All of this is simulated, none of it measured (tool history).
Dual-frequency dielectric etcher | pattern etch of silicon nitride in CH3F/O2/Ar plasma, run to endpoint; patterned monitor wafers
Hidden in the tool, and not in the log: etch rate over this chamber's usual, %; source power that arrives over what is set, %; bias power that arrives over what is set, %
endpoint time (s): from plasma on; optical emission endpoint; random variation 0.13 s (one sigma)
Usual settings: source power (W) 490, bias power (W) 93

run     day  source power (W)  bias power (W)  wafers since the last listed run  hours since the last wet clean  hours since the last source power generator calibration  hours since the last bias power generator calibration  hours since the last upper electrode change  incoming incoming film thickness, nm  endpoint time (s)
  1       0               490              93                                 0                             3.8                                                   1308.8                                                 3331.1                                       3731.4                                 36.27               42.1
  2   2.396               490              93                               590                            61.3                                                   1366.3                                                 3388.6                                       3788.9                                 36.09               41.7
  3   5.312               490              93                               718                           131.3                                                   1436.3                                                 3458.6                                       3858.9                                 36.23               41.5
  4   8.275               490              93                               729                           202.4                                                   1507.4                                                 3529.7                                         3930                                 36.05               41.2
  5  10.446               440              93                               534                           254.5                                                   1559.5                                                 3581.8                                       3982.1                                  36.6               44.1
  6    12.3               440              93                               456                             299                                                     1604                                                 3626.3                                       4026.6                                 36.37               43.8
  7  13.658               440              93                               334                           331.6                                                   1636.6                                                 3658.9                                       4059.2                                 36.45               43.8
  8  14.912               490              93                               308                           361.7                                                   1666.7                                                   3689                                       4089.3                                 36.62               41.4
  9  17.075               490              93                               532                           413.6                                                   1718.6                                                 3740.9                                       4141.2                                 36.63                 41
 10  18.671               400              93                               393                           451.9                                                   1756.9                                                 3779.2                                       4179.5                                 36.46               45.8
     22.304  -- wet clean of the chamber
 11  22.325               400              93                               653                             0.5                                                   1844.6                                                 3866.9                                       4267.2                                 36.69                 47
 12  24.021               400              93                               417                            41.2                                                   1885.3                                                 3907.6                                       4307.9                                 36.56               47.1
 13  26.438               490              93                               595                            99.2                                                   1943.3                                                 3965.6                                       4365.9                                 36.51               41.9
 14  28.021               490              93                               390                           137.2                                                   1981.3                                                 4003.6                                       4403.9                                 36.19               41.2
 15   34.05               490              93                              1485                           281.9                                                     2126                                                 4148.3                                       4548.6                                 36.45               41.1
 16  38.712               400              93                              1148                           393.8                                                   2237.9                                                 4260.2                                       4660.5                                 36.08               45.3
     38.888  -- source power generator calibrated
 17  40.279               570              84                               344                           431.4                                                     33.4                                                 4297.8                                       4698.1                                 36.24               38.4
     41.488  -- wet clean of the chamber
     42.088  -- bias power generator calibrated
 18  43.208               400             108                               434                            41.3                                                    103.7                                                   26.9                                       4768.4                                 36.58               45.5
 19  45.042               490             100                               451                            85.3                                                    147.7                                                   70.9                                       4812.4                                 36.15                 41
 20   46.15               490              93                               273                           111.9                                                    174.3                                                   97.5                                         4839                                 36.31                 42
 21  47.712               610              75                               384                           149.4                                                    211.8                                                    135                                       4876.5                                 36.58               39.7
 22  49.179               400              93                               361                           184.6                                                      247                                                  170.2                                       4911.7                                 36.22               46.9
 23  50.925               490              93                               430                           226.5                                                    288.9                                                  212.1                                       4953.6                                 36.93               42.5
     52.388  -- upper electrode replaced
 24  53.142               600              83                               299                           279.7                                                    342.1                                                  265.3                                         18.1                                  36.2               38.5
 25  54.712               490              93                               386                           317.4                                                    379.8                                                    303                                         55.8                                  36.6               41.7
 26   57.65               490              93                               723                           387.9                                                    450.3                                                  373.5                                        126.3                                 36.38               41.2
 27  58.854               490             107                               296                           416.8                                                    479.2                                                  402.4                                        155.2                                 36.42               39.3
 28  61.012               490              76                               531                           468.6                                                      531                                                  454.2                                          207                                 36.41                 43
 29  62.938               490              93                               474                           514.8                                                    577.2                                                  500.4                                        253.2                                 35.99               40.3
       64.8  -- wet clean of the chamber
 30  65.471               430              76                               377                            16.1                                                      638                                                  561.2                                          314                                 36.68               48.3
 31  70.962               410              75                              1352                           147.9                                                    769.8                                                    693                                        445.8                                  36.4               48.7
 32  73.367               490             108                               592                           205.6                                                    827.5                                                  750.7                                        503.5                                 36.68               39.8
 33  76.283               590             102                               718                           275.6                                                    897.5                                                  820.7                                        573.5                                 36.56               36.4
 34  78.238               490              93                               481                           322.5                                                    944.4                                                  867.6                                        620.4                                 36.23               41.1

Run 35 comes next. What will it give?
     83.592  -- wet clean of the chamber
 35  83.612               490              79                              1077                             0.5                                                   1073.4                                                  996.6                                        749.4                                 36.25                  ?

{"run 35": {"endpoint time (s)": 44.2}}
Without the tool's hidden state the same run would have given endpoint time (s) 44.1.
